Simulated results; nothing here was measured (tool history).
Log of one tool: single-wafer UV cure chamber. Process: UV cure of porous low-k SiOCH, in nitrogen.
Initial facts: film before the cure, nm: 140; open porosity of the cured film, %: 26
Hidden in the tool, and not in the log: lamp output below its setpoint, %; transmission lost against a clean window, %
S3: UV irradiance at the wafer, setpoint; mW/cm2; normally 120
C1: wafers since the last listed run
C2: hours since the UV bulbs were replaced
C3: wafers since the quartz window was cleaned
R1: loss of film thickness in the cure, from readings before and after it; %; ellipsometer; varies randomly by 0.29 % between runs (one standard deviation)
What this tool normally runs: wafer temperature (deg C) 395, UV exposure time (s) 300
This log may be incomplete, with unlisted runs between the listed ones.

run 1 hour=0.0 | wafer_temperature_(deg_C)=395 UV_exposure_time_(s)=300 S3=120 | C1=0 C2=1334.8 C3=2811 | R1=17.313
-- hour=9.6 quartz window cleaned
run 2 hour=61.2 | wafer_temperature_(deg_C)=408 UV_exposure_time_(s)=300 S3=120 | C1=643 C2=1396.0 C3=624 | R1=17.103
run 3 hour=118.5 | wafer_temperature_(deg_C)=395 UV_exposure_time_(s)=300 S3=120 | C1=692 C2=1453.3 C3=1317 | R1=17.393
run 4 hour=142.8 | wafer_temperature_(deg_C)=395 UV_exposure_time_(s)=200 S3=120 | C1=293 C2=1477.6 C3=1611 | R1=14.132
run 5 hour=207.7 | wafer_temperature_(deg_C)=395 UV_exposure_time_(s)=200 S3=120 | C1=784 C2=1542.5 C3=2396 | R1=14.001
-- hour=257.4 quartz window cleaned
run 6 hour=257.9 | wafer_temperature_(deg_C)=395 UV_exposure_time_(s)=200 S3=120 | C1=510 C2=1592.7 C3=6 | R1=14.053
-- hour=304.4 UV bulbs replaced
run 7 hour=309.8 | wafer_temperature_(deg_C)=387 UV_exposure_time_(s)=240 S3=120 | C1=530 C2=5.4 C3=537 | R1=16.989
run 8 hour=360.6 | wafer_temperature_(deg_C)=387 UV_exposure_time_(s)=240 S3=120 | C1=614 C2=56.2 C3=1151 | R1=16.894
run 9 hour=392.9 | wafer_temperature_(deg_C)=404 UV_exposure_time_(s)=335 S3=120 | C1=390 C2=88.5 C3=1542 | R1=19.066
run 10 hour=419.0 | wafer_temperature_(deg_C)=410 UV_exposure_time_(s)=460 S3=104 | C1=315 C2=114.6 C3=1858 | R1=20.895
run 11 hour=474.2 | wafer_temperature_(deg_C)=395 UV_exposure_time_(s)=300 S3=120 | C1=667 C2=169.8 C3=2525 | R1=18.252
-- hour=500.4 quartz window cleaned
run 12 hour=526.5 | wafer_temperature_(deg_C)=387 UV_exposure_time_(s)=240 S3=120 | C1=535 C2=222.1 C3=315 | R1=17.262
run 13 hour=575.4 | wafer_temperature_(deg_C)=395 UV_exposure_time_(s)=250 S3=120 | C1=591 C2=271.0 C3=906 | R1=17.224
run 14 hour=625.8 | wafer_temperature_(deg_C)=395 UV_exposure_time_(s)=300 S3=120 | C1=609 C2=321.4 C3=1516 | R1=18.617
run 15 hour=665.4 | wafer_temperature_(deg_C)=384 UV_exposure_time_(s)=135 S3=120 | C1=478 C2=361.0 C3=1995 | R1=13.626
-- hour=719.2 quartz window cleaned
run 16 hour=727.5 | wafer_temperature_(deg_C)=395 UV_exposure_time_(s)=300 S3=139 | C1=654 C2=423.1 C3=99 | R1=19.186
run 17 hour=783.8 | wafer_temperature_(deg_C)=375 UV_exposure_time_(s)=170 S3=107 | C1=680 C2=479.4 C3=780 | R1=14.117
run 18 hour=821.7 | wafer_temperature_(deg_C)=404 UV_exposure_time_(s)=335 S3=120 | C1=458 C2=517.3 C3=1239 | R1=18.667
run 19 hour=879.1 | wafer_temperature_(deg_C)=407 UV_exposure_time_(s)=455 S3=153 | C1=694 C2=574.7 C3=1933 | R1=22.167

Below are 5 alternative next runs, each starting from the tool's condition after run 19. Predict each:
run A hour=879.5 | wafer_temperature_(deg_C)=395 UV_exposure_time_(s)=300 S3=120 | C1=4 C2=575.1 C3=1938 | R1=?
run B hour=879.5 | wafer_temperature_(deg_C)=403 UV_exposure_time_(s)=465 S3=132 | C1=4 C2=575.1 C3=1938 | R1=?
run C hour=879.5 | wafer_temperature_(deg_C)=403 UV_exposure_time_(s)=155 S3=149 | C1=4 C2=575.1 C3=1938 | R1=?
run D hour=879.5 | wafer_temperature_(deg_C)=410 UV_exposure_time_(s)=300 S3=148 | C1=4 C2=575.1 C3=1938 | R1=?
run E hour=879.5 | wafer_temperature_(deg_C)=395 UV_exposure_time_(s)=300 S3=146 | C1=4 C2=575.1 C3=1938 | R1=?

run=A R1=18.286
run=B R1=21.718
run=C R1=15.833
run=D R1=19.904
run=E R1=19.473
The same runs, with their run-to-run variation unchanged, on a tool lacking any hidden condition would have given:
run=A R1=19.058
run=B R1=22.497
run=C R1=16.583
run=D R1=20.683
run=E R1=20.251

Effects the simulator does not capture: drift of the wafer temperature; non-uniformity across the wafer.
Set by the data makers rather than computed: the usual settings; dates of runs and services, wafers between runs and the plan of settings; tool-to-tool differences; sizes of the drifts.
